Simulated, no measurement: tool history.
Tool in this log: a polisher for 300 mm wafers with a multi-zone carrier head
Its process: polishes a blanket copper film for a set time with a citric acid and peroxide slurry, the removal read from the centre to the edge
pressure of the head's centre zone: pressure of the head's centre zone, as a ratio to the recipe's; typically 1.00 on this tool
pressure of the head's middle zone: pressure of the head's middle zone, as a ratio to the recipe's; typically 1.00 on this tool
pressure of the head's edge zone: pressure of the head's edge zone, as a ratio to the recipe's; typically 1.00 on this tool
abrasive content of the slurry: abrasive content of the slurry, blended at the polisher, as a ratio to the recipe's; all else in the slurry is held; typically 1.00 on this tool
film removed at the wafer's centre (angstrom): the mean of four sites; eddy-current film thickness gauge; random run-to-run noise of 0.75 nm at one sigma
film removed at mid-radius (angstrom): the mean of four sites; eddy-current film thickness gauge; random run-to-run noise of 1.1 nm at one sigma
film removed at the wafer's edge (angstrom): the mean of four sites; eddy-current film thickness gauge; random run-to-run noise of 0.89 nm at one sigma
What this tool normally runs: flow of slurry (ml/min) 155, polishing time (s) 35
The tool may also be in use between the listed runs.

run	day	flow of slurry (ml/min)	pressure of the head's centre zone	pressure of the head's middle zone	pressure of the head's edge zone	abrasive content of the slurry	polishing time (s)	incoming thickness of the incoming film, nm	film removed at the wafer's centre (angstrom)	film removed at mid-radius (angstrom)	film removed at the wafer's edge (angstrom)
1	0.000	155	1.00	1.00	1.00	1.00	35	538.6	741	768	787
2	1.042	155	1.00	1.00	1.00	1.00	35	541.8	738	764	790
3	1.658	155	1.00	1.00	1.00	1.00	35	536.0	738	795	794
4	2.192	155	1.00	1.00	1.00	1.00	35	536.0	722	797	782
5	2.708	155	1.00	1.00	1.00	1.00	35	544.5	724	781	780
# day 2.875: worn pad replaced by a new one
6	3.412	155	1.00	1.00	1.00	1.00	35	530.1	723	771	778
7	4.867	155	1.00	1.00	1.00	1.00	35	538.1	710	769	754
# day 5.975: worn pad replaced by a new one
8	5.996	155	1.00	1.00	1.00	1.00	35	539.6	689	758	773
9	7.067	145	1.00	1.00	1.00	1.00	35	532.5	667	706	742
10	8.408	130	0.96	1.07	1.00	1.00	35	533.0	594	713	717
11	9.108	155	1.03	1.00	1.00	1.25	35	550.9	713	744	790
# day 9.467: worn pad replaced by a new one
# day 9.954: edge zone pressure recalibrated
# day 10.025: slurry nozzle cleaned
# day 10.133: centre zone pressure recalibrated
12	10.267	155	1.00	1.00	1.11	1.00	41	541.3	989	953	1012
13	11.433	155	1.00	1.00	1.00	1.00	35	545.4	823	799	830
14	12.054	155	1.00	1.00	1.00	1.00	35	536.0	807	831	812
# day 12.529: worn pad replaced by a new one
15	13.533	155	1.00	1.00	1.00	1.00	23	531.1	525	549	539
# day 13.771: carrier head's membrane replaced by a new one
16	14.225	155	1.00	1.00	1.00	1.00	35	532.8	786	810	836
17	15.104	155	1.00	1.00	1.00	1.00	38	532.2	849	882	886
# day 15.771: worn pad replaced by a new one
18	16.254	155	1.08	1.00	0.89	1.00	35	545.0	831	808	770
19	17.717	155	1.00	1.00	0.92	1.00	26	549.2	577	604	577

Consider 3 possible next runs. They are alternatives, not a sequence: every one starts from the tool as it was left by run 19. What does each give?
A	17.733	155	1.00	1.00	1.00	1.00	35	538.8	?	?	?
B	17.733	155	1.00	0.91	1.00	1.00	35	538.8	?	?	?
C	17.733	155	0.91	1.00	0.92	0.90	35	538.8	?	?	?

run	film removed at the wafer's centre (angstrom)	film removed at mid-radius (angstrom)	film removed at the wafer's edge (angstrom)
A	770	824	820
B	769	761	821
C	688	798	764
Without the tool's hidden state the same runs would have given:
run	film removed at the wafer's centre (angstrom)	film removed at mid-radius (angstrom)	film removed at the wafer's edge (angstrom)
A	832	832	826
B	831	769	827
C	744	806	769
